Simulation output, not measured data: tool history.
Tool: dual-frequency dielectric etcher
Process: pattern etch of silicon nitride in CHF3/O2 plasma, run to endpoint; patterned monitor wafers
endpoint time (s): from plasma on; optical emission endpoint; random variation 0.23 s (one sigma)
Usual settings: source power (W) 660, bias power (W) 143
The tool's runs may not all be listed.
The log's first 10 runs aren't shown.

| run | hour | source power (W) | bias power (W) | wafers since the last listed run | hours since the last wet clean | hours since the last source power generator calibration | hours since the last bias power generator calibration | hours since the last upper electrode change | incoming incoming film thickness, nm | endpoint time (s) |
|---|---|---|---|---|---|---|---|---|---|---|
| 11 | 1003.2 | 660 | 143 | 1140 | 600.6 | 3318.6 | 1569.0 | 3476.7 | 68.3 | 44.8 |
|  | 1021.8 | bias power generator calibrated |
| 12 | 1061.4 | 660 | 143 | 858 | 658.8 | 3376.8 | 39.6 | 3534.9 | 68.5 | 44.8 |
|  | 1089.5 | upper electrode replaced |
|  | 1118.1 | wet clean of the chamber |
| 13 | 1118.6 | 660 | 143 | 145 | 0.5 | 3434.0 | 96.8 | 29.1 | 68.1 | 46.2 |
| 14 | 1138.8 | 660 | 143 | 319 | 20.7 | 3454.2 | 117.0 | 49.3 | 68.6 | 47.2 |
| 15 | 1183.8 | 800 | 125 | 712 | 65.7 | 3499.2 | 162.0 | 94.3 | 68.8 | 44.1 |
| 16 | 1257.6 | 660 | 143 | 1168 | 139.5 | 3573.0 | 235.8 | 168.1 | 68.7 | 46.8 |
| 17 | 1293.7 | 660 | 173 | 571 | 175.6 | 3609.1 | 271.9 | 204.2 | 68.8 | 43.6 |
| 18 | 1435.6 | 600 | 112 | 2246 | 317.5 | 3751.0 | 413.8 | 346.1 | 68.3 | 52.3 |
| 19 | 1510.3 | 530 | 164 | 1182 | 392.2 | 3825.7 | 488.5 | 420.8 | 68.7 | 50.2 |
|  | 1590.6 | source power generator calibrated |
| 20 | 1595.2 | 600 | 113 | 1280 | 477.1 | 4.6 | 573.4 | 505.7 | 68.9 | 50.1 |
| 21 | 1648.0 | 720 | 119 | 836 | 529.9 | 57.4 | 626.2 | 558.5 | 68.5 | 44.0 |
|  | 1705.9 | wet clean of the chamber |
| 22 | 1706.4 | 530 | 122 | 544 | 0.5 | 115.8 | 684.6 | 616.9 | 68.4 | 54.6 |
| 23 | 1798.4 | 530 | 143 | 1456 | 92.5 | 207.8 | 776.6 | 708.9 | 69.1 | 51.9 |
| 24 | 1895.7 | 590 | 131 | 1540 | 189.8 | 305.1 | 873.9 | 806.2 | 68.4 | 49.3 |
| 25 | 1993.3 | 660 | 143 | 1545 | 287.4 | 402.7 | 971.5 | 903.8 | 68.6 | 44.9 |
| 26 | 2082.5 | 520 | 176 | 1412 | 376.6 | 491.9 | 1060.7 | 993.0 | 68.9 | 48.0 |
| 27 | 2139.2 | 660 | 119 | 897 | 433.3 | 548.6 | 1117.4 | 1049.7 | 68.5 | 46.7 |
| 28 | 2194.6 | 660 | 143 | 877 | 488.7 | 604.0 | 1172.8 | 1105.1 | 69.1 | 44.5 |
| 29 | 2278.2 | 660 | 143 | 1323 | 572.3 | 687.6 | 1256.4 | 1188.7 | 68.7 | 43.8 |
|  | 2387.1 | wet clean of the chamber |
| 30 | 2563.5 | 660 | 143 | 4137 | 176.4 | 972.9 | 1541.7 | 1474.0 | 67.9 | 44.7 |
| 31 | 2652.5 | 610 | 143 | 1409 | 265.4 | 1061.9 | 1630.7 | 1563.0 | 69.0 | 47.5 |
| 32 | 2711.2 | 660 | 166 | 929 | 324.1 | 1120.6 | 1689.4 | 1621.7 | 68.0 | 42.7 |
| 33 | 2775.0 | 660 | 143 | 1010 | 387.9 | 1184.4 | 1753.2 | 1685.5 | 68.4 | 45.0 |
| 34 | 2865.5 | 620 | 143 | 1432 | 478.4 | 1274.9 | 1843.7 | 1776.0 | 68.4 | 45.8 |

Forecast each of these 5 alternatives for the next run:
| A | 2865.9 | 770 | 143 | 6 | 478.8 | 1275.3 | 1844.1 | 1776.4 | 68.5 | ? |
| B | 2865.9 | 750 | 157 | 6 | 478.8 | 1275.3 | 1844.1 | 1776.4 | 68.5 | ? |
| C | 2865.9 | 660 | 121 | 6 | 478.8 | 1275.3 | 1844.1 | 1776.4 | 68.5 | ? |
| D | 2865.9 | 810 | 158 | 6 | 478.8 | 1275.3 | 1844.1 | 1776.4 | 68.5 | ? |
| E | 2865.9 | 530 | 116 | 6 | 478.8 | 1275.3 | 1844.1 | 1776.4 | 68.5 | ? |

| run | endpoint time (s) |
|---|---|
| A | 41.1 |
| B | 40.5 |
| C | 47.0 |
| D | 38.8 |
| E | 54.1 |
Without the tool's hidden state the same runs would have given:
| run | endpoint time (s) |
|---|---|
| A | 42.6 |
| B | 41.9 |
| C | 48.7 |
| D | 40.2 |
| E | 56.1 |
